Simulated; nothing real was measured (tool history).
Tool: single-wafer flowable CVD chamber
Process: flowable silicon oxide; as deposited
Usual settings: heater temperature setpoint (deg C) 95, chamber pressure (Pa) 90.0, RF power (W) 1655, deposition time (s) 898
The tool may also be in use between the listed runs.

| run | hour | heater temperature setpoint (deg C) | chamber pressure (Pa) | RF power (W) | deposition time (s) | read-back reference wafer on the same gauge, thickness_nm | mean film thickness on the monitor wafer (Å) |
|---|---|---|---|---|---|---|---|
| 1 | 0.0 | 95 | 90.0 | 1655 | 762 | 408.786 | 4738.27 |
| 2 | 12.8 | 95 | 90.0 | 1655 | 898 | 409.060 | 5596.58 |
| 3 | 22.8 | 95 | 90.0 | 1655 | 898 | 409.258 | 5616.10 |
| 4 | 35.7 | 95 | 90.0 | 1655 | 898 | 408.957 | 5599.03 |
| 5 | 48.4 | 95 | 90.0 | 1655 | 898 | 409.152 | 5578.88 |
| 6 | 55.1 | 95 | 90.0 | 1655 | 898 | 409.106 | 5597.38 |
| 7 | 66.7 | 95 | 90.0 | 1655 | 898 | 409.316 | 5640.31 |
| 8 | 81.3 | 95 | 90.0 | 1655 | 898 | 409.073 | 5628.41 |
|  | 90.6 | capacitance manometer re-zeroed and calibrated |
|  | 95.1 | thermocouple changed; heater temperature recalibrated |
| 9 | 95.6 | 95 | 90.0 | 1655 | 898 | 408.975 | 4700.09 |
| 10 | 105.9 | 95 | 90.0 | 1655 | 898 | 409.236 | 4721.30 |
| 11 | 119.4 | 95 | 90.0 | 1655 | 898 | 409.293 | 4701.66 |
| 12 | 137.4 | 105 | 98.3 | 1655 | 726 | 409.170 | 2858.14 |
|  | 146.8 | RF generator calibrated |
|  | 150.4 | showerhead replaced |
| 13 | 152.2 | 95 | 81.7 | 1460 | 898 | 408.655 | 4023.91 |
| 14 | 164.1 | 95 | 90.0 | 1655 | 898 | 409.015 | 4725.39 |
| 15 | 181.8 | 95 | 90.0 | 1655 | 1058 | 408.912 | 5590.98 |
| 16 | 193.8 | 95 | 90.0 | 1655 | 898 | 409.017 | 4756.91 |
|  | 194.3 | gauge calibrated |
| 17 | 207.1 | 95 | 90.0 | 1655 | 898 | 408.943 | 4762.09 |
| 18 | 218.8 | 86 | 90.0 | 1420 | 838 | 409.030 | 5560.88 |
| 19 | 233.5 | 86 | 84.1 | 1655 | 898 | 408.889 | 6118.14 |
| 20 | 251.3 | 95 | 107.1 | 1920 | 1061 | 408.739 | 7132.87 |
| 21 | 259.1 | 105 | 98.3 | 1655 | 726 | 409.062 | 2906.59 |
| 22 | 268.2 | 95 | 90.0 | 1655 | 725 | 409.121 | 3878.09 |

Forecast each of these 5 alternatives for the next run:
| A | 268.8 | 82 | 90.0 | 1655 | 898 | ? | ? |
| B | 268.8 | 105 | 70.7 | 1845 | 790 | ? | ? |
| C | 268.8 | 84 | 90.0 | 1395 | 898 | ? | ? |
| D | 268.8 | 106 | 90.0 | 1880 | 898 | ? | ? |
| E | 268.8 | 83 | 90.0 | 1655 | 898 | ? | ? |

| run | read-back reference wafer on the same gauge, thickness_nm | mean film thickness on the monitor wafer (Å) |
|---|---|---|
| A | 409.227 | 7529.76 |
| B | 409.227 | 2374.52 |
| C | 409.227 | 6376.77 |
| D | 409.227 | 3316.44 |
| E | 409.227 | 7313.47 |
Without the tool's hidden state the same runs would have given:
| run | mean film thickness on the monitor wafer (Å) |
|---|---|
| A | 7276.91 |
| B | 2274.05 |
| C | 6128.63 |
| D | 3176.94 |
| E | 7027.07 |
